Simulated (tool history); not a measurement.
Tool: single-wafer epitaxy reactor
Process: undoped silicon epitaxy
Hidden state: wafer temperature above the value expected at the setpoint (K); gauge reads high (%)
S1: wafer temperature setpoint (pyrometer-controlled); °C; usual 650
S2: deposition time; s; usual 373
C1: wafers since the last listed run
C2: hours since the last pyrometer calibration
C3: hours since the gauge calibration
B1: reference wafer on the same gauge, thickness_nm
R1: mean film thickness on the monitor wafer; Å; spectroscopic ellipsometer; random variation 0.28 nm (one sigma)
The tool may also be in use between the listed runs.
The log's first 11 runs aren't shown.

run    hour   S1   S2   C1      C2      C3      B1       R1
 12   980.4  650  348  519  1733.3  1415.5  82.199    704.6
 13    1039  650  348  411  1791.9  1474.1   82.12   703.16
 14  1082.8  650  348  307  1835.7  1517.9  82.232   703.19
 15  1187.7  650  373  736  1940.6  1622.8  82.142   757.75
 16    1280  650  373  647  2032.9  1715.1  82.133   755.72
 17  1357.4  650  336  543  2110.3  1792.5  82.104   684.15
 18  1432.9  650  336  529  2185.8    1868  82.236   683.33
     1472.2  -- pyrometer calibrated
 19  1538.9  650  373  687    66.7    1974  82.206   800.09
 20  1582.2  662  373  303     110  2017.3  82.275  1067.13
 21    1650  659  412  475   177.8  2085.1  82.057  1102.66
 22  1711.3  663  345  430   239.1  2146.4  82.168  1014.24
 23  1755.8  650  336  312   283.6  2190.9  82.237   725.46
 24  1827.3  650  373  501   355.1  2262.4  82.103   805.11
 25  1869.2  655  401  293     397  2304.3  82.222   974.51
 26  1949.8  655  326  565   477.6  2384.9  82.186   796.95

Forecast run 27:
 27  2030.9  650  403  569  558.7  2466   ?   ?

Run 27 gave B1 82.155, R1 871.6 Å.
Without the tool's hidden state the same run would have given R1 778.54 Å.
